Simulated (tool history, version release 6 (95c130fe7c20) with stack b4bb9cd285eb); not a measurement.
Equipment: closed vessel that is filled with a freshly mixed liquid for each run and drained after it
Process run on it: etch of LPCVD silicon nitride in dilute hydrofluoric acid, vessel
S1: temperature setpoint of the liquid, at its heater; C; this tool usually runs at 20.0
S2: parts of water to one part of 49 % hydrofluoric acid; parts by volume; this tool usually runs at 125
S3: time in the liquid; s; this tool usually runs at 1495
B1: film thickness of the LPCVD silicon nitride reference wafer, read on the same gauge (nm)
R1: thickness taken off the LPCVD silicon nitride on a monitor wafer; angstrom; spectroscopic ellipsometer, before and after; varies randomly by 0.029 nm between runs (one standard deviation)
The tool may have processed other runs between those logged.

Run 1, hour 0.0: usual settings but S3 2050 s; B1 146.736. Result: R1 56.80 angstrom.
Run 2, hour 30.3: usual settings but S1 19.0 C; B1 146.591. Result: R1 39.03 angstrom.
Run 3, hour 51.0: usual settings but S1 19.0 C; B1 146.469. Result: R1 38.67 angstrom.
Run 4, hour 64.9: usual settings but S1 19.0 C; B1 146.387. Result: R1 38.85 angstrom.
Run 5, hour 96.5: usual settings; B1 146.149. Result: R1 41.71 angstrom.
Run 6, hour 123.3: usual settings; B1 145.987. Result: R1 41.24 angstrom.
Run 7, hour 137.9: usual settings; B1 145.946. Result: R1 41.41 angstrom.
Run 8, hour 158.2: usual settings but S3 1840 s; B1 145.836. Result: R1 51.13 angstrom.
At hour 160.4: thermometer replaced.
Run 9, hour 190.0: usual settings but S3 1840 s; B1 145.635. Result: R1 51.39 angstrom.
Run 10, hour 222.9: usual settings but S3 1215 s; B1 145.442. Result: R1 33.63 angstrom.
Run 11, hour 238.3: usual settings; B1 145.324. Result: R1 40.79 angstrom.
At hour 263.1: hydrofluoric acid flow meter replaced.
Run 12, hour 264.0: usual settings; B1 145.172. Result: R1 41.53 angstrom.
At hour 285.6: gauge calibrated.
Run 13, hour 290.7: usual settings but S1 24.0 C, S2 70 parts by volume, S3 2255 s; B1 150.403. Result: R1 148.73 angstrom.
Run 14, hour 303.9: usual settings but S3 1145 s; B1 150.273. Result: R1 32.69 angstrom.
Run 15, hour 325.8: usual settings but S3 855 s; B1 150.201. Result: R1 24.25 angstrom.
Run 16, hour 346.1: usual settings but S1 17.0 C, S2 145 parts by volume, S3 2295 s; B1 150.050. Result: R1 46.32 angstrom.
Run 17, hour 366.4: usual settings but S1 18.5 C, S2 160 parts by volume; B1 149.932. Result: R1 30.71 angstrom.
Run 18, hour 380.2: usual settings but S2 75 parts by volume; B1 149.772. Result: R1 70.37 angstrom.
Run 19, hour 414.2: usual settings but S2 90 parts by volume, S3 620 s; B1 149.646. Result: R1 24.46 angstrom.
Run 20, hour 434.7: usual settings but S1 21.5 C, S2 145 parts by volume, S3 2240 s; B1 149.544. Result: R1 60.94 angstrom.
Run 21, hour 456.3: usual settings but S1 18.5 C, S2 175 parts by volume; B1 149.418. Result: R1 27.90 angstrom.
Run 22, hour 481.5: usual settings but S1 23.0 C, S3 1015 s; B1 149.240. Result: R1 35.64 angstrom.
Run 23, hour 498.4: usual settings but S1 17.5 C, S2 165 parts by volume, S3 1265 s; B1 149.136. Result: R1 22.86 angstrom.
Run 24, hour 519.5: usual settings; B1 148.996. Result: R1 42.27 angstrom.
Run 25, hour 544.9: usual settings; B1 148.849. Result: R1 42.03 angstrom.
Run 26, hour 564.3: usual settings; B1 148.741. Result: R1 42.80 angstrom.
Run 27, hour 590.6: usual settings; B1 148.590. Result: R1 41.92 angstrom.
Run 28, hour 620.5: usual settings but S1 17.0 C, S2 110 parts by volume; B1 148.408. Result: R1 39.05 angstrom.
Run 29, hour 650.5: usual settings; B1 148.221. Result: R1 41.77 angstrom.
Run 30, hour 683.8: usual settings but S1 17.0 C, S2 145 parts by volume, S3 2125 s; B1 147.991. Result: R1 42.37 angstrom.
Run 31, hour 700.6: usual settings but S2 145 parts by volume, S3 2105 s; B1 147.846. Result: R1 51.10 angstrom.

Had the tool no unlogged condition, and each run kept its random variation, what would the results have been?
The hidden state here: liquid hotter than its thermometer reads (K); hydrofluoric acid flow above the setpoint (%); gauge reads high (%).
run      R1
  1   58.06
  2   39.94
  3   39.60
  4   39.82
  5   42.80
  6   42.37
  7   42.56
  8   52.60
  9   52.94
 10   34.69
 11   42.10
 12   42.91
 13  148.36
 14   32.63
 15   24.22
 16   46.31
 17   30.73
 18   70.45
 19   24.52
 20   61.14
 21   28.01
 22   35.82
 23   22.99
 24   42.56
 25   42.35
 26   43.16
 27   42.32
 28   39.48
 29   42.27
 30   42.94
 31   51.82
